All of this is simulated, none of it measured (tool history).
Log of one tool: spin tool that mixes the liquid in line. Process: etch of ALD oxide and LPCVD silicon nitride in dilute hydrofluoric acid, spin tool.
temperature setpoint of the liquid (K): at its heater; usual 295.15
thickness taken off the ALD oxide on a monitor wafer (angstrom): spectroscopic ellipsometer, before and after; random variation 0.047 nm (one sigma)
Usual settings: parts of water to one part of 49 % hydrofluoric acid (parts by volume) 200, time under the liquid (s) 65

| run | hour | temperature setpoint of the liquid (K) | parts of water to one part of 49 % hydrofluoric acid (parts by volume) | time under the liquid (s) | wafers since the last listed run | hours since the thermometer was replaced | hours since the hydrofluoric acid flow meter was replaced | hours since the gauge calibration | read-back film thickness of the ALD oxide reference wafer, read on the same gauge (nm) | thickness taken off the ALD oxide on a monitor wafer (angstrom) |
|---|---|---|---|---|---|---|---|---|---|---|
| 1 | 0.0 | 295.15 | 200 | 65 | 0 | 1618.8 | 119.2 | 355.9 | 69.99 | 53.5 |
| 2 | 32.3 | 295.15 | 200 | 65 | 409 | 1651.1 | 151.5 | 388.2 | 69.98 | 53.4 |
| 3 | 75.6 | 295.15 | 200 | 65 | 548 | 1694.4 | 194.8 | 431.5 | 70.02 | 52.5 |
|  | 118.3 | gauge calibrated |
| 4 | 133.9 | 295.15 | 200 | 65 | 738 | 1752.7 | 253.1 | 15.6 | 69.97 | 52.9 |
| 5 | 159.2 | 295.15 | 200 | 65 | 320 | 1778.0 | 278.4 | 40.9 | 70.02 | 51.7 |
| 6 | 202.1 | 295.15 | 200 | 65 | 543 | 1820.9 | 321.3 | 83.8 | 69.99 | 52.3 |
| 7 | 241.9 | 295.15 | 200 | 65 | 504 | 1860.7 | 361.1 | 123.6 | 69.98 | 52.0 |
| 8 | 292.8 | 295.15 | 200 | 65 | 644 | 1911.6 | 412.0 | 174.5 | 69.99 | 51.9 |
|  | 304.9 | hydrofluoric acid flow meter replaced |
| 9 | 359.5 | 295.15 | 200 | 65 | 831 | 1978.3 | 54.6 | 241.2 | 70.00 | 52.4 |
|  | 496.6 | gauge calibrated |
| 10 | 513.2 | 291.65 | 150 | 85 | 1946 | 2132.0 | 208.3 | 16.6 | 69.97 | 82.6 |
| 11 | 564.8 | 298.65 | 115 | 45 | 653 | 2183.6 | 259.9 | 68.2 | 70.00 | 77.0 |
|  | 567.8 | thermometer replaced |
| 12 | 613.7 | 295.15 | 200 | 65 | 606 | 45.9 | 308.8 | 117.1 | 69.99 | 57.2 |
| 13 | 657.0 | 295.15 | 255 | 35 | 548 | 89.2 | 352.1 | 160.4 | 69.99 | 22.9 |
|  | 696.9 | hydrofluoric acid flow meter replaced |
| 14 | 708.7 | 297.65 | 200 | 95 | 642 | 140.9 | 11.8 | 212.1 | 69.96 | 91.2 |
| 15 | 751.3 | 295.15 | 200 | 65 | 539 | 183.5 | 54.4 | 254.7 | 70.03 | 56.7 |
| 16 | 778.8 | 296.65 | 200 | 65 | 348 | 211.0 | 81.9 | 282.2 | 70.01 | 60.7 |
| 17 | 831.7 | 290.65 | 165 | 65 | 669 | 263.9 | 134.8 | 335.1 | 70.03 | 60.3 |

The tool's hidden state at each run:
hydrofluoric acid flow below the setpoint (%): 0 in every run
gauge reads high (%): 0 in every run
H1: liquid colder than its thermometer reads (K)
| run | H1 |
|---|---|
| 1 | 2.18 |
| 2 | 2.22 |
| 3 | 2.27 |
| 4 | 2.34 |
| 5 | 2.36 |
| 6 | 2.41 |
| 7 | 2.46 |
| 8 | 2.51 |
| 9 | 2.59 |
| 10 | 2.76 |
| 11 | 2.82 |
| 12 | 0.0973 |
| 13 | 0.146 |
| 14 | 0.205 |
| 15 | 0.253 |
| 16 | 0.284 |
| 17 | 0.343 |

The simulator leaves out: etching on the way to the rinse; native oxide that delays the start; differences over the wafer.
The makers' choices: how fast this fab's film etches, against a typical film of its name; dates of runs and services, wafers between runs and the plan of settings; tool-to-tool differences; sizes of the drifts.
